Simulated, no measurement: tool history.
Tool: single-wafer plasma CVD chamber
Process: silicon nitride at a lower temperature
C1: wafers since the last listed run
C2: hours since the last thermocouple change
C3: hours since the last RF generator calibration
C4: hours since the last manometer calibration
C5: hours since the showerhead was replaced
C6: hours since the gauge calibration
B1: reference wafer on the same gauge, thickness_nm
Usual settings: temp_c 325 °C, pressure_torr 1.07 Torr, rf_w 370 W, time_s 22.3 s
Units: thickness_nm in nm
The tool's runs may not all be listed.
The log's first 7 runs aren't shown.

run 8 hour=206.9 | temp_c=325 pressure_torr=1.07 rf_w=335 time_s=19.8 | C1=651 C2=2536.1 C3=39.6 C4=64.7 C5=3212.2 C6=489.0 | B1=29.308 | thickness_nm=26.231
run 9 hour=239.9 | temp_c=335 pressure_torr=0.98 rf_w=430 time_s=25.8 | C1=833 C2=2569.1 C3=72.6 C4=97.7 C5=3245.2 C6=522.0 | B1=29.263 | thickness_nm=36.656
run 10 hour=263.6 | temp_c=325 pressure_torr=1.07 rf_w=370 time_s=23.9 | C1=598 C2=2592.8 C3=96.3 C4=121.4 C5=3268.9 C6=545.7 | B1=29.295 | thickness_nm=32.989
run 11 hour=295.4 | temp_c=325 pressure_torr=1.07 rf_w=370 time_s=22.3 | C1=803 C2=2624.6 C3=128.1 C4=153.2 C5=3300.7 C6=577.5 | B1=29.290 | thickness_nm=30.696
run 12 hour=326.7 | temp_c=325 pressure_torr=1.07 rf_w=370 time_s=22.3 | C1=790 C2=2655.9 C3=159.4 C4=184.5 C5=3332.0 C6=608.8 | B1=29.306 | thickness_nm=30.774
run 13 hour=426.9 | temp_c=311 pressure_torr=1.07 rf_w=425 time_s=17.9 | C1=2530 C2=2756.1 C3=259.6 C4=284.7 C5=3432.2 C6=709.0 | B1=29.286 | thickness_nm=26.264
run 14 hour=439.9 | temp_c=325 pressure_torr=1.07 rf_w=370 time_s=22.3 | C1=328 C2=2769.1 C3=272.6 C4=297.7 C5=3445.2 C6=722.0 | B1=29.299 | thickness_nm=30.564
run 15 hour=455.1 | temp_c=325 pressure_torr=1.07 rf_w=370 time_s=22.3 | C1=383 C2=2784.3 C3=287.8 C4=312.9 C5=3460.4 C6=737.2 | B1=29.298 | thickness_nm=30.805
run 16 hour=490.5 | temp_c=329 pressure_torr=1.07 rf_w=370 time_s=24.4 | C1=893 C2=2819.7 C3=323.2 C4=348.3 C5=3495.8 C6=772.6 | B1=29.306 | thickness_nm=33.388
-- hour=510.9 thermocouple changed; heater temperature recalibrated
-- hour=517.4 showerhead replaced
run 17 hour=517.9 | temp_c=325 pressure_torr=1.07 rf_w=370 time_s=22.3 | C1=327 C2=7.0 C3=350.6 C4=375.7 C5=0.5 C6=800.0 | B1=29.281 | thickness_nm=30.657
run 18 hour=530.8 | temp_c=317 pressure_torr=1.29 rf_w=370 time_s=22.3 | C1=325 C2=19.9 C3=363.5 C4=388.6 C5=13.4 C6=812.9 | B1=29.311 | thickness_nm=33.176
-- hour=539.7 gauge calibrated
run 19 hour=606.7 | temp_c=325 pressure_torr=1.07 rf_w=370 time_s=22.3 | C1=1916 C2=95.8 C3=439.4 C4=464.5 C5=89.3 C6=67.0 | B1=29.306 | thickness_nm=30.625
run 20 hour=631.7 | temp_c=320 pressure_torr=1.26 rf_w=315 time_s=26.7 | C1=631 C2=120.8 C3=464.4 C4=489.5 C5=114.3 C6=92.0 | B1=29.293 | thickness_nm=36.410
run 21 hour=655.1 | temp_c=325 pressure_torr=1.07 rf_w=370 time_s=22.3 | C1=590 C2=144.2 C3=487.8 C4=512.9 C5=137.7 C6=115.4 | B1=29.292 | thickness_nm=30.424
run 22 hour=688.6 | temp_c=325 pressure_torr=0.86 rf_w=340 time_s=24.0 | C1=845 C2=177.7 C3=521.3 C4=546.4 C5=171.2 C6=148.9 | B1=29.311 | thickness_nm=28.324
run 23 hour=717.0 | temp_c=325 pressure_torr=1.29 rf_w=305 time_s=20.9 | C1=717 C2=206.1 C3=549.7 C4=574.8 C5=199.6 C6=177.3 | B1=29.305 | thickness_nm=28.234
run 24 hour=732.2 | temp_c=325 pressure_torr=1.07 rf_w=370 time_s=18.7 | C1=383 C2=221.3 C3=564.9 C4=590.0 C5=214.8 C6=192.5 | B1=29.269 | thickness_nm=25.504
run 25 hour=767.2 | temp_c=325 pressure_torr=1.07 rf_w=370 time_s=22.3 | C1=883 C2=256.3 C3=599.9 C4=625.0 C5=249.8 C6=227.5 | B1=29.300 | thickness_nm=30.384
run 26 hour=780.7 | temp_c=310 pressure_torr=1.07 rf_w=370 time_s=22.3 | C1=340 C2=269.8 C3=613.4 C4=638.5 C5=263.3 C6=241.0 | B1=29.313 | thickness_nm=30.518
run 27 hour=801.7 | temp_c=329 pressure_torr=1.07 rf_w=370 time_s=18.2 | C1=530 C2=290.8 C3=634.4 C4=659.5 C5=284.3 C6=262.0 | B1=29.298 | thickness_nm=24.783
run 28 hour=814.5 | temp_c=325 pressure_torr=1.07 rf_w=370 time_s=22.3 | C1=323 C2=303.6 C3=647.2 C4=672.3 C5=297.1 C6=274.8 | B1=29.287 | thickness_nm=30.295
run 29 hour=831.6 | temp_c=325 pressure_torr=0.99 rf_w=370 time_s=18.6 | C1=431 C2=320.7 C3=664.3 C4=689.4 C5=314.2 C6=291.9 | B1=29.287 | thickness_nm=24.457
run 30 hour=845.3 | temp_c=325 pressure_torr=1.07 rf_w=370 time_s=22.3 | C1=345 C2=334.4 C3=678.0 C4=703.1 C5=327.9 C6=305.6 | B1=29.296 | thickness_nm=30.394

3 ways to go on from here, each from the tool as it stands after run 30. What would each give?
run A hour=845.7 | temp_c=325 pressure_torr=1.07 rf_w=370 time_s=22.3 | C1=10 C2=334.8 C3=678.4 C4=703.5 C5=328.3 C6=306.0 | B1=? | thickness_nm=?
run B hour=845.7 | temp_c=336 pressure_torr=1.07 rf_w=325 time_s=22.3 | C1=10 C2=334.8 C3=678.4 C4=703.5 C5=328.3 C6=306.0 | B1=? | thickness_nm=?
run C hour=845.7 | temp_c=313 pressure_torr=1.33 rf_w=370 time_s=22.3 | C1=10 C2=334.8 C3=678.4 C4=703.5 C5=328.3 C6=306.0 | B1=? | thickness_nm=?

run=A B1=29.308 thickness_nm=30.414
run=B B1=29.308 thickness_nm=28.616
run=C B1=29.308 thickness_nm=33.279
Without the tool's hidden state the same runs would have given:
run=A thickness_nm=31.116
run=B thickness_nm=29.285
run=C thickness_nm=34.048

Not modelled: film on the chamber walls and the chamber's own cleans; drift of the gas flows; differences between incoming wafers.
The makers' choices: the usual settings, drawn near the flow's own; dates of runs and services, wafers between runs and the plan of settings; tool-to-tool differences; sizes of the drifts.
